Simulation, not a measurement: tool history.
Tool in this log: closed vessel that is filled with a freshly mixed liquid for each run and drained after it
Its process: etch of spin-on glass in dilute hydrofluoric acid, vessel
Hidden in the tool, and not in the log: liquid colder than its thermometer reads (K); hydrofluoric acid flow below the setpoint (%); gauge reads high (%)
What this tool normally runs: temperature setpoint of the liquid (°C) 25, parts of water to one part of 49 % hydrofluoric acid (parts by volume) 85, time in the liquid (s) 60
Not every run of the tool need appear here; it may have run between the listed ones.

run	hour	temperature setpoint of the liquid (°C)	parts of water to one part of 49 % hydrofluoric acid (parts by volume)	time in the liquid (s)	wafers since the last listed run	hours since the thermometer was replaced	hours since the hydrofluoric acid flow meter was replaced	hours since the gauge calibration	read-back film thickness of the spin-on glass reference wafer, read on the same gauge (nm)	thickness taken off the spin-on glass on a monitor wafer (nm)
1	0	25	65	40	0	3219.6	1417.2	90.9	150.01	29.06
2	13.4	25	65	40	1208	3233	1430.6	104.3	150.02	29.21
3	42.9	25	85	60	2661	3262.5	1460.1	133.8	150	32.46
4	78.5	25	85	60	3211	3298.1	1495.7	169.4	150.03	32.48
5	108	25	85	60	2661	3327.6	1525.2	198.9	150	32.46
# hour 139.4: thermometer replaced
6	140.8	25	85	60	2868	1.4	1558	231.7	150	36.09
7	155.5	25	85	60	1326	16.1	1572.7	246.4	150.01	35.93
# hour 178.5: hydrofluoric acid flow meter replaced
8	190.6	25	85	60	3076	51.2	12.1	281.5	150.01	36.03
9	250.4	23	100	75	5394	111	71.9	341.3	149.99	34.58
10	279.3	27.5	85	60	2606	139.9	100.8	370.2	150.01	39.62
11	304.3	25	85	60	2255	164.9	125.8	395.2	150	35.58
# hour 316.2: gauge calibrated
12	384.2	30	85	60	7207	244.8	205.7	68	150.01	43.87
13	407.5	23	85	45	2101	268.1	229	91.3	149.99	24.71
14	438.7	21.5	65	75	2814	299.3	260.2	122.5	150	51.43
15	463.8	23	125	60	2264	324.4	285.3	147.6	150	21.39

Alternative continuations, all from the tool just after run 15; predict every row:
A	464.5	25	85	95	63	325.1	286	148.3	?	?
B	464.5	20.5	110	35	63	325.1	286	148.3	?	?
C	464.5	25	45	30	63	325.1	286	148.3	?	?

run	read-back film thickness of the spin-on glass reference wafer, read on the same gauge (nm)	thickness taken off the spin-on glass on a monitor wafer (nm)
A	150.02	56.48
B	150.02	13.02
C	150.02	35.5
With no hidden state in the tool, these same runs would have given:
run	thickness taken off the spin-on glass on a monitor wafer (nm)
A	57.89
B	13.35
C	36.42
